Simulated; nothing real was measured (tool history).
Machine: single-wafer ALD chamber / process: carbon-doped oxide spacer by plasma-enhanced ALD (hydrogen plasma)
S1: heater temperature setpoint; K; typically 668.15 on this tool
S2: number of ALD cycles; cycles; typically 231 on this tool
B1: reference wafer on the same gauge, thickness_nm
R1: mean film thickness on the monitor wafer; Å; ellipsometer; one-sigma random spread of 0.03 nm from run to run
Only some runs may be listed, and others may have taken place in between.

run 1 hour=0 | S1=668.15 S2=231 | B1=9.733 | R1=116.63
run 2 hour=25.6 | S1=668.15 S2=231 | B1=9.731 | R1=117.49
run 3 hour=38.2 | S1=668.15 S2=231 | B1=9.716 | R1=117.94
run 4 hour=68.6 | S1=668.15 S2=231 | B1=9.721 | R1=116.6
run 5 hour=83.6 | S1=671.15 S2=231 | B1=9.707 | R1=117.28
run 6 hour=99.6 | S1=668.15 S2=204 | B1=9.722 | R1=102.98
run 7 hour=116.7 | S1=668.15 S2=231 | B1=9.71 | R1=117.09
run 8 hour=145 | S1=668.15 S2=231 | B1=9.709 | R1=116.89
run 9 hour=160.9 | S1=679.15 S2=231 | B1=9.697 | R1=115.68
run 10 hour=179.1 | S1=679.15 S2=231 | B1=9.707 | R1=115.3
run 11 hour=210.7 | S1=679.15 S2=231 | B1=9.693 | R1=115.49
run 12 hour=226.6 | S1=657.15 S2=231 | B1=9.689 | R1=116.63
run 13 hour=251.5 | S1=668.15 S2=231 | B1=9.685 | R1=116.56
run 14 hour=272.4 | S1=668.15 S2=231 | B1=9.676 | R1=117.03
run 15 hour=292.5 | S1=668.15 S2=231 | B1=9.684 | R1=116.51
run 16 hour=314.9 | S1=668.15 S2=231 | B1=9.675 | R1=116.91
-- hour=335.1 gauge calibrated
run 17 hour=341 | S1=668.15 S2=231 | B1=9.934 | R1=119.68
run 18 hour=354.3 | S1=668.15 S2=231 | B1=9.928 | R1=120.32
-- hour=374 thermocouple changed; heater temperature recalibrated
run 19 hour=374.5 | S1=668.15 S2=257 | B1=9.93 | R1=133.23
run 20 hour=387.7 | S1=668.15 S2=257 | B1=9.926 | R1=133.02
run 21 hour=401.9 | S1=680.15 S2=231 | B1=9.904 | R1=117.51
run 22 hour=419.1 | S1=659.15 S2=275 | B1=9.919 | R1=141.97
run 23 hour=481.5 | S1=668.15 S2=231 | B1=9.89 | R1=119.76
run 24 hour=510 | S1=668.15 S2=189 | B1=9.9 | R1=97.59
run 25 hour=525.7 | S1=679.15 S2=195 | B1=9.902 | R1=99.61
run 26 hour=553.6 | S1=668.15 S2=231 | B1=9.893 | R1=119.1
run 27 hour=575.8 | S1=659.15 S2=231 | B1=9.871 | R1=119.12
run 28 hour=591.2 | S1=683.15 S2=266 | B1=9.873 | R1=134.04
run 29 hour=619.9 | S1=655.15 S2=252 | B1=9.888 | R1=129.47
run 30 hour=643.3 | S1=680.15 S2=195 | B1=9.87 | R1=98.29
run 31 hour=665.7 | S1=655.15 S2=252 | B1=9.863 | R1=129.78
run 32 hour=696.3 | S1=668.15 S2=231 | B1=9.859 | R1=119.05
run 33 hour=729.4 | S1=679.15 S2=231 | B1=9.856 | R1=117.34
run 34 hour=753.9 | S1=668.15 S2=249 | B1=9.85 | R1=128.49
run 35 hour=775.4 | S1=668.15 S2=204 | B1=9.84 | R1=104.89
run 36 hour=799.8 | S1=668.15 S2=207 | B1=9.84 | R1=106.43
run 37 hour=815.4 | S1=668.15 S2=231 | B1=9.829 | R1=118.26
run 38 hour=836.1 | S1=681.15 S2=192 | B1=9.831 | R1=96.57
run 39 hour=862.4 | S1=663.15 S2=209 | B1=9.82 | R1=106.87
run 40 hour=878.2 | S1=668.15 S2=231 | B1=9.823 | R1=118.74
run 41 hour=897.5 | S1=661.15 S2=231 | B1=9.817 | R1=118.89
run 42 hour=916.1 | S1=668.15 S2=193 | B1=9.816 | R1=98.43
run 43 hour=936.5 | S1=656.15 S2=197 | B1=9.81 | R1=100.41
run 44 hour=968.1 | S1=668.15 S2=231 | B1=9.789 | R1=117.88
run 45 hour=1067.7 | S1=668.15 S2=231 | B1=9.781 | R1=117.44
run 46 hour=1103.5 | S1=668.15 S2=190 | B1=9.78 | R1=96.31

Per-run results on a tool with no hidden state, each run keeping its own random variation:
Hidden state at play: wafer temperature above the value expected at the setpoint (K); gauge reads high (%).
run=1 R1=118.6
run=2 R1=119.53
run=3 R1=120.02
run=4 R1=118.74
run=5 R1=119.47
run=6 R1=104.94
run=7 R1=119.36
run=8 R1=119.23
run=9 R1=118.04
run=10 R1=117.7
run=11 R1=117.98
run=12 R1=119.18
run=13 R1=119.18
run=14 R1=119.71
run=15 R1=119.23
run=16 R1=119.69
run=17 R1=119.28
run=18 R1=119.95
run=19 R1=132.88
run=20 R1=132.71
run=21 R1=117.27
run=22 R1=141.73
run=23 R1=119.72
run=24 R1=97.62
run=25 R1=99.67
run=26 R1=119.24
run=27 R1=119.32
run=28 R1=134.31
run=29 R1=129.81
run=30 R1=98.6
run=31 R1=130.25
run=32 R1=119.56
run=33 R1=117.92
run=34 R1=129.2
run=35 R1=105.51
run=36 R1=107.12
run=37 R1=119.07
run=38 R1=97.28
run=39 R1=107.72
run=40 R1=119.72
run=41 R1=119.91
run=42 R1=99.32
run=43 R1=101.36
run=44 R1=119.08
run=45 R1=118.89
run=46 R1=97.58

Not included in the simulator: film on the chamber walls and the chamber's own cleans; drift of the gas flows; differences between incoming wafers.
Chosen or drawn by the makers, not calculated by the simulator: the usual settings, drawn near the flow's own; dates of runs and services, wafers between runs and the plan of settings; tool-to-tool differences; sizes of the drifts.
